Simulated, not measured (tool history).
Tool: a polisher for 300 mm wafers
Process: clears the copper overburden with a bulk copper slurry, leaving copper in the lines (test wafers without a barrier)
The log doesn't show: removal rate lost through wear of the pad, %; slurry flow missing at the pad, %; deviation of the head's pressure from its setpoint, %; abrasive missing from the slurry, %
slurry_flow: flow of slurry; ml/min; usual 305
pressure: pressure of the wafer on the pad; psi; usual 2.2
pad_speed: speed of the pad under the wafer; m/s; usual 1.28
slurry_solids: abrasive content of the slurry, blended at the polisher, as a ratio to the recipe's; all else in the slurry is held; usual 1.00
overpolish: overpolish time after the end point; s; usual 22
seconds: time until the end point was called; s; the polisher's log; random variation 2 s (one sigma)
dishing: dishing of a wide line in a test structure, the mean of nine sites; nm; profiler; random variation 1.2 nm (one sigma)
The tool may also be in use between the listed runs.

| run | hour | slurry_flow | pressure | pad_speed | slurry_solids | overpolish | wafers since the last listed run | wafers polished on this pad | hours since the slurry nozzle was cleaned | hours since the head pressure was calibrated | hours since the slurry blender was calibrated | incoming thickness of the incoming film, nm | seconds | dishing |
|---|---|---|---|---|---|---|---|---|---|---|---|---|---|---|
| 1 | 0.0 | 305 | 2.5 | 1.28 | 1.00 | 25 | 0 | 1282 | 382.0 | 853.6 | 95.9 | 1464.1 | 159.7 | 98.4 |
|  | 14.4 | slurry nozzle cleaned |
|  | 25.9 | worn pad replaced by a new one |
| 2 | 30.3 | 305 | 2.2 | 1.28 | 0.90 | 22 | 239 | 41 | 15.9 | 883.9 | 126.2 | 1448.7 | 183.8 | 85.2 |
| 3 | 47.9 | 305 | 2.2 | 1.28 | 0.90 | 22 | 166 | 208 | 33.5 | 901.5 | 143.8 | 1450.3 | 183.0 | 82.0 |
| 4 | 77.4 | 305 | 2.2 | 1.28 | 1.00 | 32 | 279 | 488 | 63.0 | 931.0 | 173.3 | 1434.4 | 175.3 | 97.9 |
| 5 | 102.9 | 305 | 2.2 | 1.28 | 1.00 | 32 | 241 | 730 | 88.5 | 956.5 | 198.8 | 1473.9 | 180.2 | 100.4 |
| 6 | 115.0 | 305 | 2.2 | 1.28 | 1.00 | 32 | 114 | 844 | 100.6 | 968.6 | 210.9 | 1477.7 | 176.4 | 100.3 |
| 7 | 130.5 | 305 | 2.2 | 1.28 | 1.00 | 22 | 146 | 991 | 116.1 | 984.1 | 226.4 | 1462.3 | 180.0 | 87.4 |
| 8 | 148.0 | 305 | 2.2 | 1.28 | 1.00 | 22 | 165 | 1157 | 133.6 | 1001.6 | 243.9 | 1446.9 | 176.9 | 87.3 |
|  | 169.8 | slurry blender recalibrated |
| 9 | 171.8 | 305 | 2.2 | 1.28 | 1.00 | 22 | 206 | 1364 | 157.4 | 1025.4 | 2.0 | 1470.5 | 179.5 | 84.3 |
| 10 | 191.8 | 305 | 2.2 | 1.28 | 1.00 | 22 | 189 | 1554 | 177.4 | 1045.4 | 22.0 | 1473.1 | 178.7 | 84.9 |
|  | 212.8 | worn pad replaced by a new one |
| 11 | 219.7 | 305 | 2.2 | 1.28 | 1.00 | 22 | 226 | 65 | 205.3 | 1073.3 | 49.9 | 1476.3 | 183.2 | 86.5 |
| 12 | 233.6 | 405 | 2.2 | 1.28 | 0.85 | 22 | 131 | 197 | 219.2 | 1087.2 | 63.8 | 1489.7 | 186.1 | 84.3 |
| 13 | 257.8 | 305 | 2.5 | 1.46 | 1.30 | 30 | 229 | 426 | 243.4 | 1111.4 | 88.0 | 1440.9 | 130.3 | 113.2 |
| 14 | 286.0 | 335 | 2.2 | 0.84 | 1.00 | 22 | 267 | 694 | 271.6 | 1139.6 | 116.2 | 1480.7 | 244.7 | 72.3 |
| 15 | 317.4 | 305 | 2.2 | 1.28 | 1.00 | 22 | 297 | 991 | 303.0 | 1171.0 | 147.6 | 1465.5 | 182.5 | 85.3 |
| 16 | 344.3 | 305 | 2.5 | 1.28 | 1.00 | 22 | 255 | 1246 | 329.9 | 1197.9 | 174.5 | 1443.1 | 158.3 | 92.1 |
|  | 355.1 | worn pad replaced by a new one |
| 17 | 359.5 | 215 | 1.8 | 1.16 | 1.25 | 22 | 106 | 41 | 345.1 | 1213.1 | 189.7 | 1466.0 | 225.0 | 73.1 |
| 18 | 378.2 | 305 | 2.0 | 0.92 | 1.30 | 22 | 177 | 218 | 363.8 | 1231.8 | 208.4 | 1441.3 | 228.7 | 72.9 |
| 19 | 393.3 | 305 | 2.2 | 1.28 | 0.85 | 22 | 143 | 361 | 378.9 | 1246.9 | 223.5 | 1443.2 | 186.9 | 83.8 |
|  | 401.9 | slurry nozzle cleaned |
| 20 | 415.1 | 305 | 1.6 | 1.28 | 1.00 | 22 | 197 | 559 | 13.2 | 1268.7 | 245.3 | 1458.2 | 234.8 | 68.7 |
| 21 | 431.4 | 305 | 2.2 | 1.50 | 1.00 | 22 | 154 | 713 | 29.5 | 1285.0 | 261.6 | 1464.5 | 161.6 | 92.5 |
| 22 | 448.4 | 245 | 2.2 | 1.16 | 1.00 | 13 | 161 | 874 | 46.5 | 1302.0 | 278.6 | 1468.9 | 198.0 | 59.2 |
|  | 455.6 | head pressure recalibrated |
|  | 463.6 | slurry blender recalibrated |
| 23 | 464.1 | 230 | 2.0 | 1.28 | 1.00 | 22 | 110 | 985 | 62.2 | 8.5 | 0.5 | 1428.9 | 195.8 | 79.9 |
| 24 | 478.9 | 305 | 2.2 | 1.28 | 1.00 | 13 | 140 | 1126 | 77.0 | 23.3 | 15.3 | 1444.7 | 172.3 | 61.9 |
| 25 | 495.1 | 305 | 2.2 | 1.02 | 1.00 | 22 | 153 | 1279 | 93.2 | 39.5 | 31.5 | 1452.1 | 209.3 | 78.2 |
|  | 519.0 | worn pad replaced by a new one |
| 26 | 528.0 | 305 | 2.4 | 1.28 | 0.80 | 22 | 274 | 85 | 126.1 | 72.4 | 64.4 | 1462.7 | 181.3 | 84.0 |
| 27 | 587.7 | 305 | 2.2 | 1.28 | 1.00 | 22 | 566 | 651 | 185.8 | 132.1 | 124.1 | 1437.8 | 174.2 | 86.3 |
| 28 | 622.2 | 275 | 2.5 | 1.28 | 1.00 | 34 | 327 | 978 | 220.3 | 166.6 | 158.6 | 1479.2 | 161.6 | 109.1 |
| 29 | 650.8 | 305 | 2.5 | 1.28 | 1.00 | 25 | 271 | 1249 | 248.9 | 195.2 | 187.2 | 1471.9 | 159.0 | 100.0 |

3 ways to go on from here, each from the tool as it stands after run 29. What would each give?
| A | 651.3 | 305 | 2.2 | 1.28 | 1.00 | 22 | 4 | 1254 | 249.4 | 195.7 | 187.7 | 1449.1 | ? | ? |
| B | 651.3 | 305 | 2.2 | 1.28 | 0.80 | 22 | 4 | 1254 | 249.4 | 195.7 | 187.7 | 1449.1 | ? | ? |
| C | 651.3 | 305 | 1.6 | 1.62 | 1.20 | 22 | 4 | 1254 | 249.4 | 195.7 | 187.7 | 1449.1 | ? | ? |

| run | seconds | dishing |
|---|---|---|
| A | 176.3 | 85.2 |
| B | 192.0 | 81.4 |
| C | 180.9 | 78.3 |
Without the tool's hidden state the same runs would have given:
| run | seconds | dishing |
|---|---|---|
| A | 176.3 | 85.2 |
| B | 192.0 | 81.4 |
| C | 180.9 | 78.3 |

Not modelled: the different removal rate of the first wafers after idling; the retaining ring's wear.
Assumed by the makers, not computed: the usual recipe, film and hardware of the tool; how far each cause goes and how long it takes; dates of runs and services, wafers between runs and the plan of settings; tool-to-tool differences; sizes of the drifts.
